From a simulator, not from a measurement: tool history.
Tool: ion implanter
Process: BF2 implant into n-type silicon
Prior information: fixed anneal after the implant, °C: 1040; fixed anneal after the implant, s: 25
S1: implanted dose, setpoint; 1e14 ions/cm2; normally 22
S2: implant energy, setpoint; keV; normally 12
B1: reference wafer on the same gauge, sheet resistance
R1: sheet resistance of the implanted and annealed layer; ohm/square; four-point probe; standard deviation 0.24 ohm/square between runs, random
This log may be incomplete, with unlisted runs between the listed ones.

run,hour,S1,S2,B1,R1
1,0,22,9,154.01,137.92
2,25.4,22,9,154.01,137.89
3,94.5,22,9,153.95,138.06
4,151.7,22,12,154,129.89
5,178.8,26.37,12,154.03,127.34
6,223.5,17.94,12,153.94,134.64
7,279.6,17.69,10.5,153.96,139.31
8,308,17.69,10.5,153.93,139.35
9,356.6,18.22,12,154,134.51
10,551.2,18.22,12,154,133.74
11,619.5,18.22,12,154.03,134.18
# hour 745.1: Faraday cup replaced and dose calibrated
12,745.6,22,12,153.95,130.79
13,811.3,22,12,154.01,130.41
14,840.9,22,12,154.02,130.79
15,962.1,22,12,154.05,130.9
16,1008.6,22,12,154,130.54
17,1037.3,22,12,153.97,130.63
18,1107.2,22,12,153.94,130.75
19,1150.6,28.15,10,154.05,131.92
# hour 1157.2: gauge calibrated
20,1214.5,22,12,154.01,130.21
21,1283,15.91,12,154,139.89
22,1319.2,22,12,154.01,130.9
# hour 1431: extraction supply calibrated
23,1447.3,25.14,12,153.95,128.43
24,1473.3,25.83,12,153.99,128.1
25,1519.1,22,12,153.97,130.6
26,1585.4,24.67,15,154.04,121.6
27,1724.2,19,14.5,153.94,127.38
28,1773.2,17.52,12,153.95,136.32
29,1872.1,22,12,153.98,130.24
30,1896.2,22,9,153.95,138.09
31,1950.1,19.22,11,153.99,136.61
32,2010.5,16.02,13,154.03,136.86
33,2068.5,22,8,154.08,141.24
34,2108.2,17.34,14,154.01,131.65
35,2148.4,23.91,8.5,154,138.5
36,2218.4,17.63,14,154.07,131.04
37,2257.3,16.72,14,154.04,132.72

For each run, what was the tool's unlogged condition?
deviation of the true energy from its setpoint, %: 0 on each run
gauge reads high (%): 0 on each run
H1: deviation of the true dose from the Faraday cup's reading, %
run,H1
1,2.58
2,2.65
3,2.86
4,3.04
5,3.13
6,3.28
7,3.47
8,3.57
9,3.74
10,4.47
11,4.74
12,-0.026
13,-0.0221
14,-0.0179
15,0.0158
16,0.0357
17,0.0498
18,0.0905
19,0.12
20,0.17
21,0.231
22,0.267
23,0.412
24,0.445
25,0.506
26,0.601
27,0.826
28,0.913
29,1.1
30,1.15
31,1.26
32,1.4
33,1.53
34,1.62
35,1.72
36,1.9
37,2.01

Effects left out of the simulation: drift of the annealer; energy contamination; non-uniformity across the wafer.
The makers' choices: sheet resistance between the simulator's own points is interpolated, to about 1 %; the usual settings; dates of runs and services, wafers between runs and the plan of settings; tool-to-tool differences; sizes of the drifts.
